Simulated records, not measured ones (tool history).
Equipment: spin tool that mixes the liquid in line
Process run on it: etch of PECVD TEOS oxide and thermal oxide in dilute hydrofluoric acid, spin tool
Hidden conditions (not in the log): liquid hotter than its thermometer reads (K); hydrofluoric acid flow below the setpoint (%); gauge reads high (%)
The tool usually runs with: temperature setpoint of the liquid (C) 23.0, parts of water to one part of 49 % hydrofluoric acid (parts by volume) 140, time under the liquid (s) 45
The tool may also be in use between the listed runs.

run	hour	temperature setpoint of the liquid (C)	parts of water to one part of 49 % hydrofluoric acid (parts by volume)	time under the liquid (s)	wafers since the last listed run	hours since the thermometer was replaced	hours since the hydrofluoric acid flow meter was replaced	hours since the gauge calibration	read-back film thickness of the PECVD TEOS oxide reference wafer, read on the same gauge (nm)	read-back film thickness of the thermal oxide reference wafer, read on the same gauge (nm)	thickness taken off the PECVD TEOS oxide on a monitor wafer (angstrom)	thickness taken off the thermal oxide on a monitor wafer (angstrom)
1	0.0	24.5	140	45	0	1752.5	1529.0	2061.8	62.08	41.392	51.0	15.68
2	27.6	24.5	140	45	356	1780.1	1556.6	2089.4	62.12	41.429	50.4	15.71
3	74.8	24.5	140	45	610	1827.3	1603.8	2136.6	62.22	41.493	50.6	16.15
# hour 115.1: hydrofluoric acid flow meter replaced
4	135.2	23.0	140	40	767	1887.7	20.1	2197.0	62.35	41.577	42.7	13.57
5	186.1	23.0	140	40	658	1938.6	71.0	2247.9	62.47	41.639	42.4	13.48
6	218.7	23.0	140	40	421	1971.2	103.6	2280.5	62.53	41.690	42.8	13.56
# hour 260.9: gauge calibrated
7	284.2	28.0	140	45	846	2036.7	169.1	23.3	60.12	40.075	55.3	17.20
8	332.4	23.0	140	45	623	2084.9	217.3	71.5	60.11	40.066	46.2	14.79
9	378.0	20.0	175	65	589	2130.5	262.9	117.1	60.08	40.071	46.0	14.67
10	448.7	23.0	205	60	914	2201.2	333.6	187.8	60.12	40.098	39.2	12.40
11	504.6	26.0	115	55	722	2257.1	389.5	243.7	60.13	40.065	79.6	25.47
12	564.8	23.0	120	55	778	2317.3	449.7	303.9	60.14	40.091	67.5	21.92
13	603.2	27.5	200	50	496	2355.7	488.1	342.3	60.15	40.112	39.6	12.63
14	630.5	23.0	140	35	352	2383.0	515.4	369.6	60.17	40.123	36.0	11.33
15	700.7	23.0	140	45	907	2453.2	585.6	439.8	60.20	40.123	46.1	14.70
16	735.4	23.0	140	45	448	2487.9	620.3	474.5	60.23	40.142	46.4	14.94
17	786.8	20.0	175	65	664	2539.3	671.7	525.9	60.23	40.147	45.7	14.40
18	857.2	19.0	200	60	910	2609.7	742.1	596.3	60.25	40.167	34.5	10.89
# hour 880.4: thermometer replaced
19	928.7	27.0	195	30	911	48.3	813.6	667.8	60.30	40.224	24.1	7.71
20	997.2	23.0	140	45	885	116.8	882.1	736.3	60.33	40.246	45.9	14.87
21	1066.2	19.5	195	35	892	185.8	951.1	805.3	60.43	40.274	21.5	6.63
22	1124.2	27.0	70	45	749	243.8	1009.1	863.3	60.47	40.328	118.8	37.69
23	1170.3	23.0	100	30	596	289.9	1055.2	909.4	60.49	40.323	45.2	14.34
24	1214.3	23.0	160	45	568	333.9	1099.2	953.4	60.54	40.343	39.7	12.37
25	1248.7	19.0	90	65	444	368.3	1133.6	987.8	60.58	40.381	93.8	29.38
26	1284.2	18.5	120	45	458	403.8	1169.1	1023.3	60.64	40.410	46.5	15.07
27	1336.2	23.0	140	45	672	455.8	1221.1	1075.3	60.67	40.442	46.5	14.67

Branching from run 27: 3 alternative next runs. What would each branch give?
A	1336.6	23.0	180	45	5	456.2	1221.5	1075.7	?	?	?	?
B	1336.6	23.0	160	60	5	456.2	1221.5	1075.7	?	?	?	?
C	1336.6	18.5	140	20	5	456.2	1221.5	1075.7	?	?	?	?

run	read-back film thickness of the PECVD TEOS oxide reference wafer, read on the same gauge (nm)	read-back film thickness of the thermal oxide reference wafer, read on the same gauge (nm)	thickness taken off the PECVD TEOS oxide on a monitor wafer (angstrom)	thickness taken off the thermal oxide on a monitor wafer (angstrom)
A	60.66	40.449	34.7	10.79
B	60.66	40.449	53.2	16.54
C	60.66	40.449	17.3	5.39
What these runs would have given with no unlogged condition in the tool:
run	thickness taken off the PECVD TEOS oxide on a monitor wafer (angstrom)	thickness taken off the thermal oxide on a monitor wafer (angstrom)
A	34.3	10.67
B	52.6	16.36
C	17.1	5.33

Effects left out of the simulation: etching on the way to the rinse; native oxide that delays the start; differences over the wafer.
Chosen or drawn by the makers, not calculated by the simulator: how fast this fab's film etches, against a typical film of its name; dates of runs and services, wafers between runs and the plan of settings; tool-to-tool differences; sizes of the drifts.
